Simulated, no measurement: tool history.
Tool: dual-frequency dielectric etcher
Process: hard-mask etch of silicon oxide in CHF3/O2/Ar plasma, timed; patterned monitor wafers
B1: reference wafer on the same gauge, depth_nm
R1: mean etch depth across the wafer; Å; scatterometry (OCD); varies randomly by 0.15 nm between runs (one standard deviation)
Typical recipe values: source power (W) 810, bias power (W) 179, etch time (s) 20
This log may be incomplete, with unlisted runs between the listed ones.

Run 1, hour 0: usual settings; B1 43.87. Result: R1 415.2 Å.
Run 2, hour 23.2: usual settings; B1 43.79. Result: R1 416 Å.
Run 3, hour 39.8: usual settings; B1 43.77. Result: R1 413.3 Å.
Run 4, hour 68.3: usual settings but source power (W) 970, bias power (W) 153; B1 43.77. Result: R1 425.2 Å.
Run 5, hour 96.5: usual settings but source power (W) 970, bias power (W) 153; B1 43.71. Result: R1 424.6 Å.
Run 6, hour 108.8: usual settings but source power (W) 970, bias power (W) 153; B1 43.73. Result: R1 424.4 Å.
At hour 155.7: upper electrode replaced.
At hour 182.6: bias power generator calibrated.
Run 7, hour 185.6: usual settings but bias power (W) 145; B1 43.64. Result: R1 392.1 Å.
Run 8, hour 206: usual settings but bias power (W) 219, etch time (s) 15; B1 43.66. Result: R1 326.5 Å.
Run 9, hour 221.7: usual settings but source power (W) 880, bias power (W) 222; B1 43.69. Result: R1 451 Å.
At hour 222.5: gauge calibrated.
At hour 238.9: source power generator calibrated.
At hour 261.2: wet clean of the chamber.
Run 10, hour 261.7: usual settings; B1 44.15. Result: R1 419.4 Å.
Run 11, hour 282.6: usual settings but bias power (W) 200; B1 44.05. Result: R1 427.4 Å.
Run 12, hour 305.8: usual settings; B1 43.95. Result: R1 415.9 Å.
Run 13, hour 341: usual settings but etch time (s) 26; B1 43.92. Result: R1 541.8 Å.
Run 14, hour 372.9: usual settings; B1 43.89. Result: R1 416.4 Å.
Run 15, hour 392.6: usual settings but bias power (W) 156, etch time (s) 15; B1 43.84. Result: R1 299 Å.

Below are 3 alternative next runs, each starting from the tool's condition after run 15. Predict each:
Run A, hour 393: usual settings but etch time (s) 25; B1 ?. Result: R1 ?.
Run B, hour 393: usual settings but etch time (s) 24; B1 ?. Result: R1 ?.
Run C, hour 393: usual settings but source power (W) 620, bias power (W) 207; B1 ?. Result: R1 ?.

run     B1     R1
  A  43.84  518.5
  B  43.84  497.8
  C  43.84  395.2
With no hidden state in the tool, these same runs would have given:
run     R1
  A  523.9
  B    503
  C  399.3
